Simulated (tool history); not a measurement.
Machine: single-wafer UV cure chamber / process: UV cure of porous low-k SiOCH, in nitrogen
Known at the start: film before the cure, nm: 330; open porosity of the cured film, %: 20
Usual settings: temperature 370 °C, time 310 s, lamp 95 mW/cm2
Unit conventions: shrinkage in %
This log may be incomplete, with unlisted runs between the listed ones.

run,day,temperature,time,lamp,wafers since the last listed run,hours since the UV bulbs were replaced,wafers since the quartz window was cleaned,shrinkage
1,0,370,310,82,0,2221.9,1440,11.436
2,0.562,370,310,95,85,2235.4,1525,12.532
3,0.825,370,310,95,39,2241.7,1565,12.263
4,1.421,370,185,74,90,2256,1655,8.974
# day 2.017: quartz window cleaned
5,2.038,370,185,74,42,2270.8,2,8.911
6,2.408,370,310,95,56,2279.7,59,12.277
7,2.971,370,310,95,85,2293.2,144,11.956
8,3.221,370,310,95,37,2299.2,182,11.872
9,3.625,361,310,118,61,2308.9,243,13.043
10,4.067,370,310,95,67,2319.5,310,12.081
11,4.55,370,310,95,73,2331.1,384,12.32
12,5.229,370,310,95,103,2347.4,487,12.022
13,5.546,370,310,95,48,2355,535,12.365
14,6.1,370,310,95,84,2368.3,619,12.101
15,6.671,370,310,95,86,2382,706,12.265
16,7.175,370,310,95,76,2394.1,782,12.169
17,7.921,370,310,95,113,2412,895,12.115
18,8.642,370,310,95,109,2429.3,1005,12.186
19,9.296,370,310,95,99,2445,1104,12.214
# day 10.183: UV bulbs replaced
20,10.346,370,310,95,108,3.9,1213,12.111
21,10.721,370,310,95,56,12.9,1270,12.3
22,11.425,370,310,95,106,29.8,1376,12.216
23,11.958,370,310,95,80,42.6,1457,11.942
24,12.6,370,185,74,97,58,1555,8.916
25,13.058,370,495,123,69,69,1624,15.386
# day 13.554: quartz window cleaned
26,13.575,370,310,95,27,81.4,3,12.18
27,14.017,361,210,95,67,92,70,10.285
28,14.612,388,395,129,90,106.3,160,15.126
29,14.979,370,310,95,55,115.1,216,12.337
30,15.292,370,310,95,47,122.6,263,12.248
31,15.696,370,355,95,61,132.3,325,12.917
32,17.571,370,310,95,284,177.3,609,12.098
33,18.25,370,190,59,103,193.6,712,7.852
34,18.746,377,180,63,75,205.5,787,8.274
35,19.212,387,310,95,70,216.7,858,12.493
36,19.833,376,420,122,94,231.6,953,14.939

Estimate the outcome of run 37 from the log above:
37,20.421,359,310,126,89,245.7,1042,?

Run 37 yielded shrinkage 13.373 %.
Were there no unlogged condition in the tool, this run, its random variation unchanged, would have produced shrinkage 13.373 %.
